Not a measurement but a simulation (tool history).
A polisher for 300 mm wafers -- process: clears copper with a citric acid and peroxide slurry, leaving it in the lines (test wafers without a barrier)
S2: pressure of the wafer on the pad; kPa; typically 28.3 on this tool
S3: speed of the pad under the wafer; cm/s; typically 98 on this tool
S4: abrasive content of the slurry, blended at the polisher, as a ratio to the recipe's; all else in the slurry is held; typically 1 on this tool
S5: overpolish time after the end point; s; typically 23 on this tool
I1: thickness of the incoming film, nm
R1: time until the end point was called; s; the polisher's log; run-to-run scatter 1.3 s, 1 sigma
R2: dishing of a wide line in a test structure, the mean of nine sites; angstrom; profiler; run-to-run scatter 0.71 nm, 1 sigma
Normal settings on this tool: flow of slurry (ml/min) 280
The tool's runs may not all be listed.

{"run": 1, "hour": 0.0, "flow of slurry (ml/min)": 280, "S2": 28.3, "S3": 80, "S4": 1, "S5": 23, "I1": 359, "R1": 171.1, "R2": 293}
{"hour": 15.3, "done": "worn pad replaced by a new one"}
{"run": 2, "hour": 35.0, "flow of slurry (ml/min)": 280, "S2": 28.3, "S3": 80, "S4": 1, "S5": 23, "I1": 362.1, "R1": 169.2, "R2": 294}
{"run": 3, "hour": 67.7, "flow of slurry (ml/min)": 280, "S2": 28.3, "S3": 80, "S4": 1, "S5": 23, "I1": 359.2, "R1": 173.7, "R2": 275}
{"run": 4, "hour": 87.6, "flow of slurry (ml/min)": 280, "S2": 28.3, "S3": 88, "S4": 1, "S5": 23, "I1": 354.1, "R1": 165.5, "R2": 290}
{"hour": 94.0, "done": "worn pad replaced by a new one"}
{"run": 5, "hour": 121.6, "flow of slurry (ml/min)": 280, "S2": 28.3, "S3": 88, "S4": 1, "S5": 23, "I1": 350.8, "R1": 150.6, "R2": 304}
{"hour": 141.6, "done": "head pressure recalibrated"}
{"run": 6, "hour": 143.4, "flow of slurry (ml/min)": 280, "S2": 28.3, "S3": 98, "S4": 1, "S5": 23, "I1": 356, "R1": 148.5, "R2": 320}
{"run": 7, "hour": 163.8, "flow of slurry (ml/min)": 280, "S2": 28.3, "S3": 98, "S4": 0.9, "S5": 23, "I1": 356.2, "R1": 150.3, "R2": 318}
{"hour": 169.9, "done": "slurry blender recalibrated"}
{"hour": 181.2, "done": "worn pad replaced by a new one"}
{"run": 8, "hour": 194.6, "flow of slurry (ml/min)": 280, "S2": 28.3, "S3": 98, "S4": 0.9, "S5": 23, "I1": 357.1, "R1": 141.2, "R2": 327}
{"run": 9, "hour": 227.0, "flow of slurry (ml/min)": 280, "S2": 20.7, "S3": 98, "S4": 1.15, "S5": 12, "I1": 358.3, "R1": 193.1, "R2": 153}
{"run": 10, "hour": 241.5, "flow of slurry (ml/min)": 280, "S2": 28.3, "S3": 72, "S4": 1, "S5": 36, "I1": 356.4, "R1": 181.1, "R2": 392}
{"hour": 255.4, "done": "worn pad replaced by a new one"}
{"run": 11, "hour": 255.9, "flow of slurry (ml/min)": 280, "S2": 28.3, "S3": 98, "S4": 1, "S5": 23, "I1": 360.3, "R1": 131.2, "R2": 354}
{"run": 12, "hour": 273.0, "flow of slurry (ml/min)": 370, "S2": 35.9, "S3": 98, "S4": 1, "S5": 23, "I1": 352.5, "R1": 109.2, "R2": 382}
{"run": 13, "hour": 290.0, "flow of slurry (ml/min)": 205, "S2": 28.3, "S3": 74, "S4": 1.15, "S5": 23, "I1": 355.7, "R1": 175.9, "R2": 281}
{"hour": 297.8, "done": "slurry nozzle cleaned"}
{"hour": 326.6, "done": "worn pad replaced by a new one"}
{"run": 14, "hour": 327.1, "flow of slurry (ml/min)": 280, "S2": 28.3, "S3": 98, "S4": 1, "S5": 12, "I1": 353.7, "R1": 132, "R2": 213}
{"run": 15, "hour": 358.2, "flow of slurry (ml/min)": 280, "S2": 32.4, "S3": 98, "S4": 0.8, "S5": 29, "I1": 360, "R1": 134.5, "R2": 400}
{"run": 16, "hour": 379.6, "flow of slurry (ml/min)": 280, "S2": 28.3, "S3": 98, "S4": 1, "S5": 23, "I1": 358.2, "R1": 148.2, "R2": 312}

Each row is a separate what-if for the run after 16, all from the same tool condition, not one after another. Results?
{"run": "A", "hour": 380.1, "flow of slurry (ml/min)": 280, "S2": 31.7, "S3": 98, "S4": 1, "S5": 23, "I1": 357, "R1": "?", "R2": "?"}
{"run": "B", "hour": 380.1, "flow of slurry (ml/min)": 250, "S2": 35.9, "S3": 98, "S4": 1, "S5": 23, "I1": 357, "R1": "?", "R2": "?"}
{"run": "C", "hour": 380.1, "flow of slurry (ml/min)": 280, "S2": 28.3, "S3": 98, "S4": 1, "S5": 34, "I1": 357, "R1": "?", "R2": "?"}

run=A R1=134.2 R2=339
run=B R1=120 R2=366
run=C R1=150 R2=403
With no hidden state in the tool, these same runs would have given:
run=A R1=118.6 R2=367
run=B R1=106 R2=395
run=C R1=132.5 R2=433
